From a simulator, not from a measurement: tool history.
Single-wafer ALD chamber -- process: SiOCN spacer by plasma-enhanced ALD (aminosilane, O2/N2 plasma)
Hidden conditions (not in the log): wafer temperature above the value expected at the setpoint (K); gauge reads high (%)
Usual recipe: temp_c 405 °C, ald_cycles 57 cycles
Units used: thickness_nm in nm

| run | hour | temp_c | ald_cycles | wafers since the last listed run | hours since the last thermocouple change | hours since the gauge calibration | read-back reference wafer on the same gauge, thickness_nm | thickness_nm |
|---|---|---|---|---|---|---|---|---|
| 1 | 0.0 | 405 | 57 | 0 | 1098.0 | 255.5 | 3.026 | 3.400 |
| 2 | 72.3 | 405 | 57 | 421 | 1170.3 | 327.8 | 3.032 | 3.399 |
| 3 | 118.5 | 405 | 57 | 269 | 1216.5 | 374.0 | 3.029 | 3.387 |
| 4 | 199.8 | 405 | 57 | 474 | 1297.8 | 455.3 | 3.031 | 3.407 |
| 5 | 278.2 | 405 | 57 | 457 | 1376.2 | 533.7 | 3.030 | 3.407 |
| 6 | 365.7 | 405 | 57 | 510 | 1463.7 | 621.2 | 3.027 | 3.396 |
| 7 | 427.5 | 405 | 63 | 360 | 1525.5 | 683.0 | 3.027 | 3.755 |
| 8 | 534.2 | 405 | 63 | 622 | 1632.2 | 789.7 | 3.031 | 3.754 |
| 9 | 601.0 | 405 | 57 | 389 | 1699.0 | 856.5 | 3.032 | 3.419 |
| 10 | 662.4 | 405 | 57 | 358 | 1760.4 | 917.9 | 3.031 | 3.399 |
| 11 | 716.2 | 405 | 57 | 313 | 1814.2 | 971.7 | 3.031 | 3.423 |
| 12 | 795.0 | 405 | 57 | 459 | 1893.0 | 1050.5 | 3.028 | 3.411 |
| 13 | 864.3 | 394 | 57 | 404 | 1962.3 | 1119.8 | 3.029 | 3.406 |
| 14 | 1081.6 | 419 | 57 | 1267 | 2179.6 | 1337.1 | 3.035 | 3.241 |
| 15 | 1172.0 | 411 | 67 | 527 | 2270.0 | 1427.5 | 3.034 | 3.941 |
|  | 1182.4 | gauge calibrated |
| 16 | 1255.8 | 405 | 51 | 488 | 2353.8 | 73.4 | 3.028 | 3.040 |
| 17 | 1311.5 | 409 | 48 | 324 | 2409.5 | 129.1 | 3.030 | 2.825 |
| 18 | 1386.1 | 405 | 57 | 435 | 2484.1 | 203.7 | 3.029 | 3.410 |
| 19 | 1488.9 | 395 | 67 | 599 | 2586.9 | 306.5 | 3.033 | 4.002 |
| 20 | 1559.6 | 418 | 53 | 412 | 2657.6 | 377.2 | 3.033 | 3.038 |
| 21 | 1611.9 | 414 | 51 | 305 | 2709.9 | 429.5 | 3.029 | 2.965 |
|  | 1652.8 | thermocouple changed; heater temperature recalibrated |
| 22 | 1695.6 | 394 | 68 | 441 | 42.8 | 513.2 | 3.032 | 4.057 |
| 23 | 1734.6 | 405 | 57 | 227 | 81.8 | 552.2 | 3.029 | 3.369 |
| 24 | 1808.5 | 405 | 57 | 430 | 155.7 | 626.1 | 3.026 | 3.369 |
| 25 | 2051.0 | 405 | 57 | 1414 | 398.2 | 868.6 | 3.028 | 3.387 |
| 26 | 2096.2 | 405 | 57 | 263 | 443.4 | 913.8 | 3.032 | 3.402 |
| 27 | 2169.8 | 416 | 57 | 429 | 517.0 | 987.4 | 3.031 | 3.246 |

What if the next run were any one of these 4? Each begins from the tool's condition after run 27:
| A | 2170.3 | 405 | 57 | 2 | 517.5 | 987.9 | ? | ? |
| B | 2170.3 | 400 | 63 | 2 | 517.5 | 987.9 | ? | ? |
| C | 2170.3 | 391 | 57 | 2 | 517.5 | 987.9 | ? | ? |
| D | 2170.3 | 405 | 50 | 2 | 517.5 | 987.9 | ? | ? |

| run | read-back reference wafer on the same gauge, thickness_nm | thickness_nm |
|---|---|---|
| A | 3.029 | 3.380 |
| B | 3.029 | 3.754 |
| C | 3.029 | 3.396 |
| D | 3.029 | 2.965 |
The same runs, with their run-to-run variation unchanged, on a tool lacking any hidden condition would have given:
| run | thickness_nm |
|---|---|
| A | 3.345 |
| B | 3.754 |
| C | 3.396 |
| D | 2.934 |

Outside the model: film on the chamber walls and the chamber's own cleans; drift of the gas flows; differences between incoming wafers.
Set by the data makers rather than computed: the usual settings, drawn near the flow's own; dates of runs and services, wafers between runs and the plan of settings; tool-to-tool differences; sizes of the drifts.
